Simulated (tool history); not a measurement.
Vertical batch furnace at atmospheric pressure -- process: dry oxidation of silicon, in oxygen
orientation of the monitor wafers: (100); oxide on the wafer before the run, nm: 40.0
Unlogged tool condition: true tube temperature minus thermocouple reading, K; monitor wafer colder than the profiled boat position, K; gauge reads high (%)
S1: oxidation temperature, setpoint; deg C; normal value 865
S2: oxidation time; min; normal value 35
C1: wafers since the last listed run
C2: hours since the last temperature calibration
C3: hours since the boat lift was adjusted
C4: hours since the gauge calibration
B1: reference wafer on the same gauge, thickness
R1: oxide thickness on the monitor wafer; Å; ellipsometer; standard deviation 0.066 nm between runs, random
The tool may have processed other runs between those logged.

Run 1, hour 0: usual settings; C1 0; C2 2989.2; C3 5355.9; C4 26.1; B1 40.11. Result: R1 442.8 Å.
Run 2, hour 17.6: usual settings but S2 23.5 min; C1 312; C2 3006.8; C3 5373.5; C4 43.7; B1 40.04. Result: R1 431.4 Å.
At hour 72.2: boat lift adjusted.
Run 3, hour 73.7: usual settings but S2 23.5 min; C1 570; C2 3062.9; C3 1.5; C4 99.8; B1 40.01. Result: R1 430.5 Å.
Run 4, hour 80.3: usual settings but S2 23.5 min; C1 117; C2 3069.5; C3 8.1; C4 106.4; B1 39.96. Result: R1 431.1 Å.
Run 5, hour 88.2: usual settings but S1 882 deg C, S2 41.5 min; C1 140; C2 3077.4; C3 16; C4 114.3; B1 39.97. Result: R1 457.6 Å.
Run 6, hour 97.2: usual settings but S1 877 deg C; C1 159; C2 3086.4; C3 25; C4 123.3; B1 39.98. Result: R1 447.2 Å.
Run 7, hour 107.9: usual settings; C1 190; C2 3097.1; C3 35.7; C4 134; B1 39.96. Result: R1 439.9 Å.
Run 8, hour 116.9: usual settings; C1 159; C2 3106.1; C3 44.7; C4 143; B1 39.95. Result: R1 441 Å.
Run 9, hour 126.3: usual settings but S1 848 deg C, S2 28.5 min; C1 167; C2 3115.5; C3 54.1; C4 152.4; B1 39.94. Result: R1 428.3 Å.
At hour 152.1: gauge calibrated.
At hour 156.6: thermocouples replaced and temperature profile calibrated.
Run 10, hour 157.1: usual settings but S2 21 min; C1 120; C2 0.5; C3 84.9; C4 5; B1 40.19. Result: R1 430.4 Å.
Run 11, hour 161.6: usual settings; C1 79; C2 5; C3 89.4; C4 9.5; B1 40.19. Result: R1 443.2 Å.
Run 12, hour 166.2: usual settings but S1 858 deg C, S2 18 min; C1 81; C2 9.6; C3 94; C4 14.1; B1 40.15. Result: R1 424.5 Å.
Run 13, hour 170.7: usual settings but S1 845 deg C, S2 46.5 min; C1 79; C2 14.1; C3 98.5; C4 18.6; B1 40.14. Result: R1 439.1 Å.
Run 14, hour 176.8: usual settings but S1 889 deg C, S2 19.5 min; C1 108; C2 20.2; C3 104.6; C4 24.7; B1 40.11. Result: R1 437.3 Å.
Run 15, hour 192.4: usual settings; C1 277; C2 35.8; C3 120.2; C4 40.3; B1 40.07. Result: R1 442 Å.
Run 16, hour 200.7: usual settings but S1 854 deg C, S2 22.5 min; C1 147; C2 44.1; C3 128.5; C4 48.6; B1 40.05. Result: R1 427.6 Å.

Consider 3 possible next runs. They are alternatives, not a sequence: every one starts from the tool as it was left by run 16. What does each give?
Run A, hour 205.3: usual settings; C1 81; C2 48.7; C3 133.1; C4 53.2; B1 ?. Result: R1 ?.
Run B, hour 205.3: usual settings but S1 880 deg C, S2 41 min; C1 81; C2 48.7; C3 133.1; C4 53.2; B1 ?. Result: R1 ?.
Run C, hour 205.3: usual settings but S1 886 deg C, S2 26 min; C1 81; C2 48.7; C3 133.1; C4 53.2; B1 ?. Result: R1 ?.

run     B1     R1
  A  40.03    441
  B  40.03  456.3
  C  40.03  442.6
What these runs would have given with no unlogged condition in the tool:
run     R1
  A  442.9
  B  458.2
  C  444.5
